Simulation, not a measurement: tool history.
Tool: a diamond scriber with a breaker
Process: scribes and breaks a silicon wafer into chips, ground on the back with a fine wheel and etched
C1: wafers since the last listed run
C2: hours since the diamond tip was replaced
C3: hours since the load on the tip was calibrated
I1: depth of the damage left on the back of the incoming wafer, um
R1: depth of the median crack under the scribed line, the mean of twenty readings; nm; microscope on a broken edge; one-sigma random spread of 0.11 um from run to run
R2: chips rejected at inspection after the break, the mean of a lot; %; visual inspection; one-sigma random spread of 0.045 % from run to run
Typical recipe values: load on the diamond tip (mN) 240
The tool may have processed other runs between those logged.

{"run": 1, "hour": 0.0, "load on the diamond tip (mN)": 240, "C1": 0, "C2": 831.1, "C3": 1413.9, "I1": 0.42, "R1": 11390, "R2": 0.83}
{"run": 2, "hour": 27.8, "load on the diamond tip (mN)": 240, "C1": 53, "C2": 858.9, "C3": 1441.7, "I1": 0.63, "R1": 11290, "R2": 0.76}
{"run": 3, "hour": 49.8, "load on the diamond tip (mN)": 240, "C1": 42, "C2": 880.9, "C3": 1463.7, "I1": 0.34, "R1": 11030, "R2": 0.75}
{"run": 4, "hour": 79.9, "load on the diamond tip (mN)": 240, "C1": 58, "C2": 911, "C3": 1493.8, "I1": 0.46, "R1": 11170, "R2": 0.69}
{"run": 5, "hour": 102.0, "load on the diamond tip (mN)": 240, "C1": 42, "C2": 933.1, "C3": 1515.9, "I1": 0.34, "R1": 11130, "R2": 0.6}
{"run": 6, "hour": 126.8, "load on the diamond tip (mN)": 240, "C1": 47, "C2": 957.9, "C3": 1540.7, "I1": 0.3, "R1": 11000, "R2": 0.71}
{"run": 7, "hour": 153.3, "load on the diamond tip (mN)": 240, "C1": 51, "C2": 984.4, "C3": 1567.2, "I1": 0.74, "R1": 11060, "R2": 0.6}
{"run": 8, "hour": 192.7, "load on the diamond tip (mN)": 240, "C1": 76, "C2": 1023.8, "C3": 1606.6, "I1": 0.69, "R1": 10780, "R2": 0.66}
{"run": 9, "hour": 223.5, "load on the diamond tip (mN)": 240, "C1": 59, "C2": 1054.6, "C3": 1637.4, "I1": 0.65, "R1": 10910, "R2": 0.69}
{"run": 10, "hour": 237.1, "load on the diamond tip (mN)": 240, "C1": 26, "C2": 1068.2, "C3": 1651, "I1": 0.54, "R1": 10800, "R2": 0.67}
{"run": 11, "hour": 261.7, "load on the diamond tip (mN)": 240, "C1": 47, "C2": 1092.8, "C3": 1675.6, "I1": 0.31, "R1": 11010, "R2": 0.7}
{"hour": 264.1, "done": "load on the tip recalibrated"}
{"run": 12, "hour": 286.9, "load on the diamond tip (mN)": 240, "C1": 44, "C2": 1118, "C3": 22.8, "I1": 0.71, "R1": 9570, "R2": 4.05}
{"run": 13, "hour": 312.8, "load on the diamond tip (mN)": 240, "C1": 50, "C2": 1143.9, "C3": 48.7, "I1": 0.76, "R1": 9610, "R2": 3.85}
{"run": 14, "hour": 327.7, "load on the diamond tip (mN)": 240, "C1": 28, "C2": 1158.8, "C3": 63.6, "I1": 0.66, "R1": 9770, "R2": 3.9}
{"run": 15, "hour": 349.8, "load on the diamond tip (mN)": 240, "C1": 42, "C2": 1180.9, "C3": 85.7, "I1": 0.75, "R1": 9780, "R2": 3.2}
{"run": 16, "hour": 380.5, "load on the diamond tip (mN)": 175, "C1": 59, "C2": 1211.6, "C3": 116.4, "I1": 0.31, "R1": 7450, "R2": 24.43}
{"run": 17, "hour": 411.9, "load on the diamond tip (mN)": 299, "C1": 60, "C2": 1243, "C3": 147.8, "I1": 0.51, "R1": 11470, "R2": 0.95}
{"run": 18, "hour": 447.3, "load on the diamond tip (mN)": 240, "C1": 68, "C2": 1278.4, "C3": 183.2, "I1": 0.41, "R1": 9530, "R2": 3.88}
{"hour": 467.3, "done": "diamond tip replaced by a new one"}
{"run": 19, "hour": 467.8, "load on the diamond tip (mN)": 196, "C1": 35, "C2": 0.5, "C3": 203.7, "I1": 0.42, "R1": 9370, "R2": 5.23}
{"run": 20, "hour": 487.8, "load on the diamond tip (mN)": 219, "C1": 38, "C2": 20.5, "C3": 223.7, "I1": 0.36, "R1": 10250, "R2": 1.47}
{"run": 21, "hour": 505.3, "load on the diamond tip (mN)": 240, "C1": 33, "C2": 38, "C3": 241.2, "I1": 0.74, "R1": 11190, "R2": 0.72}
{"run": 22, "hour": 521.6, "load on the diamond tip (mN)": 193, "C1": 31, "C2": 54.3, "C3": 257.5, "I1": 0.49, "R1": 9200, "R2": 5.46}
{"run": 23, "hour": 601.6, "load on the diamond tip (mN)": 203, "C1": 154, "C2": 134.3, "C3": 337.5, "I1": 0.78, "R1": 9850, "R2": 3.44}
{"run": 24, "hour": 618.6, "load on the diamond tip (mN)": 295, "C1": 32, "C2": 151.3, "C3": 354.5, "I1": 0.63, "R1": 12980, "R2": 6.81}
{"run": 25, "hour": 649.5, "load on the diamond tip (mN)": 263, "C1": 59, "C2": 182.2, "C3": 385.4, "I1": 0.36, "R1": 11920, "R2": 2.44}
{"run": 26, "hour": 679.7, "load on the diamond tip (mN)": 240, "C1": 58, "C2": 212.4, "C3": 415.6, "I1": 0.36, "R1": 11360, "R2": 0.83}
{"run": 27, "hour": 715.1, "load on the diamond tip (mN)": 212, "C1": 68, "C2": 247.8, "C3": 451, "I1": 0.4, "R1": 10260, "R2": 1.52}
{"run": 28, "hour": 737.5, "load on the diamond tip (mN)": 182, "C1": 43, "C2": 270.2, "C3": 473.4, "I1": 0.54, "R1": 9130, "R2": 8.3}
{"run": 29, "hour": 754.9, "load on the diamond tip (mN)": 286, "C1": 33, "C2": 287.6, "C3": 490.8, "I1": 0.37, "R1": 13000, "R2": 5.83}

Predict the results of run 30:
{"run": 30, "hour": 787.5, "load on the diamond tip (mN)": 192, "C1": 63, "C2": 320.2, "C3": 523.4, "I1": 0.48, "R1": "?", "R2": "?"}

{"run 30": {"R1": 9530, "R2": 5.03}}
Had the tool carried no hidden state, the very same run would have given R1 9240 nm, R2 6.98 %.

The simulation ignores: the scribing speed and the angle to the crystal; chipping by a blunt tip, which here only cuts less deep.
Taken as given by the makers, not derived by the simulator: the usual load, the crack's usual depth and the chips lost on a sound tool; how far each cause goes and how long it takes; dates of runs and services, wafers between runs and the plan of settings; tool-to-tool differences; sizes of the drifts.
